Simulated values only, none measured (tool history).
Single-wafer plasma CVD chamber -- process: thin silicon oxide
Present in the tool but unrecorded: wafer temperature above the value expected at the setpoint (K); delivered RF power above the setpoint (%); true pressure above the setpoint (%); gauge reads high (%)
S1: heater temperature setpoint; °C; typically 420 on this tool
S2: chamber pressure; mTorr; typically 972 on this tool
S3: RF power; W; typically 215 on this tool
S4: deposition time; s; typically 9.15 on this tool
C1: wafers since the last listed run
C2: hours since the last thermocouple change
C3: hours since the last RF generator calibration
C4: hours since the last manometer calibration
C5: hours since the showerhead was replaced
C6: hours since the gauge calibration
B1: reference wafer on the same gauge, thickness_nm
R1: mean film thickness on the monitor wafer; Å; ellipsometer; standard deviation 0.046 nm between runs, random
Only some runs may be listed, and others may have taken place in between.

Run 1, hour 0: usual settings; C1 0; C2 1761.3; C3 918.2; C4 1085.9; C5 4412.3; C6 11; B1 17.295. Result: R1 158.2 Å.
Run 2, hour 24.1: usual settings; C1 1156; C2 1785.4; C3 942.3; C4 1110; C5 4436.4; C6 35.1; B1 17.296. Result: R1 157.26 Å.
Run 3, hour 47.5: usual settings; C1 1123; C2 1808.8; C3 965.7; C4 1133.4; C5 4459.8; C6 58.5; B1 17.305. Result: R1 156.82 Å.
Run 4, hour 69: usual settings but S1 412 °C; C1 1032; C2 1830.3; C3 987.2; C4 1154.9; C5 4481.3; C6 80; B1 17.29. Result: R1 157.96 Å.
Run 5, hour 91.5: usual settings but S1 412 °C; C1 1080; C2 1852.8; C3 1009.7; C4 1177.4; C5 4503.8; C6 102.5; B1 17.3. Result: R1 158.28 Å.
Run 6, hour 107.2: usual settings; C1 753; C2 1868.5; C3 1025.4; C4 1193.1; C5 4519.5; C6 118.2; B1 17.301. Result: R1 157.63 Å.
Run 7, hour 140.9: usual settings but S3 250 W, S4 7.93 s; C1 1617; C2 1902.2; C3 1059.1; C4 1226.8; C5 4553.2; C6 151.9; B1 17.304. Result: R1 149.79 Å.
At hour 171.9: RF generator calibrated.
Run 8, hour 172.4: usual settings but S1 426 °C, S2 1102 mTorr, S3 245 W, S4 7.97 s; C1 1128; C2 1933.7; C3 0.5; C4 1258.3; C5 4584.7; C6 183.4; B1 17.303. Result: R1 163.61 Å.
Run 9, hour 176.9: usual settings; C1 216; C2 1938.2; C3 5; C4 1262.8; C5 4589.2; C6 187.9; B1 17.298. Result: R1 159.98 Å.
Run 10, hour 219.6: usual settings but S3 190 W; C1 2049; C2 1980.9; C3 47.7; C4 1305.5; C5 4631.9; C6 230.6; B1 17.288. Result: R1 147.13 Å.
Run 11, hour 237.7: usual settings but S1 427 °C; C1 868; C2 1999; C3 65.8; C4 1323.6; C5 4650; C6 248.7; B1 17.31. Result: R1 159.23 Å.
Run 12, hour 269.1: usual settings but S2 1159 mTorr, S3 225 W; C1 1507; C2 2030.4; C3 97.2; C4 1355; C5 4681.4; C6 280.1; B1 17.303. Result: R1 184.9 Å.
Run 13, hour 302: usual settings; C1 1579; C2 2063.3; C3 130.1; C4 1387.9; C5 4714.3; C6 313; B1 17.298. Result: R1 159.91 Å.
At hour 322.4: capacitance manometer re-zeroed and calibrated.
Run 14, hour 334.4: usual settings; C1 1171; C2 2095.7; C3 162.5; C4 12; C5 4746.7; C6 345.4; B1 17.302. Result: R1 160.08 Å.
At hour 344.9: showerhead replaced.
Run 15, hour 368.7: usual settings; C1 1262; C2 2130; C3 196.8; C4 46.3; C5 23.8; C6 379.7; B1 17.301. Result: R1 160.11 Å.
At hour 393.6: thermocouple changed; heater temperature recalibrated.
Run 16, hour 394.1: usual settings but S1 432 °C, S2 1037 mTorr, S3 190 W; C1 835; C2 0.5; C3 222.2; C4 71.7; C5 49.2; C6 405.1; B1 17.308. Result: R1 151.61 Å.
Run 17, hour 412.8: usual settings but S3 195 W; C1 897; C2 19.2; C3 240.9; C4 90.4; C5 67.9; C6 423.8; B1 17.307. Result: R1 150.08 Å.
Run 18, hour 434.6: usual settings but S1 429 °C; C1 1046; C2 41; C3 262.7; C4 112.2; C5 89.7; C6 445.6; B1 17.297. Result: R1 158.87 Å.
Run 19, hour 467.1: usual settings but S3 255 W; C1 1560; C2 73.5; C3 295.2; C4 144.7; C5 122.2; C6 478.1; B1 17.287. Result: R1 175.73 Å.
Run 20, hour 480.6: usual settings but S1 412 °C, S3 240 W; C1 648; C2 87; C3 308.7; C4 158.2; C5 135.7; C6 491.6; B1 17.3. Result: R1 171.42 Å.
Run 21, hour 500.3: usual settings but S1 410 °C, S3 250 W, S4 10.26 s; C1 945; C2 106.7; C3 328.4; C4 177.9; C5 155.4; C6 511.3; B1 17.302. Result: R1 196.8 Å.
Run 22, hour 516.7: usual settings but S1 431 °C; C1 787; C2 123.1; C3 344.8; C4 194.3; C5 171.8; C6 527.7; B1 17.301. Result: R1 158.32 Å.
Run 23, hour 545.9: usual settings but S2 1209 mTorr, S4 10.18 s; C1 1401; C2 152.3; C3 374; C4 223.5; C5 201; C6 556.9; B1 17.312. Result: R1 204.3 Å.
Run 24, hour 575.9: usual settings; C1 1440; C2 182.3; C3 404; C4 253.5; C5 231; C6 586.9; B1 17.297. Result: R1 159.44 Å.
Run 25, hour 594.8: usual settings but S2 866 mTorr, S3 245 W; C1 907; C2 201.2; C3 422.9; C4 272.4; C5 249.9; C6 605.8; B1 17.292. Result: R1 156.6 Å.
Run 26, hour 630.6: usual settings but S1 430 °C, S4 10.27 s; C1 1718; C2 237; C3 458.7; C4 308.2; C5 285.7; C6 641.6; B1 17.311. Result: R1 177.49 Å.
Run 27, hour 643.2: usual settings but S3 190 W, S4 10.44 s; C1 604; C2 249.6; C3 471.3; C4 320.8; C5 298.3; C6 654.2; B1 17.303. Result: R1 166.42 Å.
Run 28, hour 656.9: usual settings but S3 250 W; C1 657; C2 263.3; C3 485; C4 334.5; C5 312; C6 667.9; B1 17.295. Result: R1 174.49 Å.
Run 29, hour 689.6: usual settings but S1 426 °C; C1 1569; C2 296; C3 517.7; C4 367.2; C5 344.7; C6 700.6; B1 17.301. Result: R1 158.61 Å.

4 ways to go on from here, each from the tool as it stands after run 29. What would each give?
Run A, hour 690: usual settings but S4 10.41 s; C1 19; C2 296.4; C3 518.1; C4 367.6; C5 345.1; C6 701; B1 ?. Result: R1 ?.
Run B, hour 690: usual settings but S1 413 °C, S2 761 mTorr, S3 235 W, S4 9.86 s; C1 19; C2 296.4; C3 518.1; C4 367.6; C5 345.1; C6 701; B1 ?. Result: R1 ?.
Run C, hour 690: usual settings but S1 407 °C, S3 175 W; C1 19; C2 296.4; C3 518.1; C4 367.6; C5 345.1; C6 701; B1 ?. Result: R1 ?.
Run D, hour 690: usual settings but S2 894 mTorr; C1 19; C2 296.4; C3 518.1; C4 367.6; C5 345.1; C6 701; B1 ?. Result: R1 ?.

run      B1      R1
  A  17.294  180.21
  B  17.294  147.29
  C  17.294  138.08
  D  17.294  148.03
Stripped of hidden state, with their random variation kept, the same runs would have yielded:
run      R1
  A  182.47
  B  149.08
  C  140.03
  D  149.88
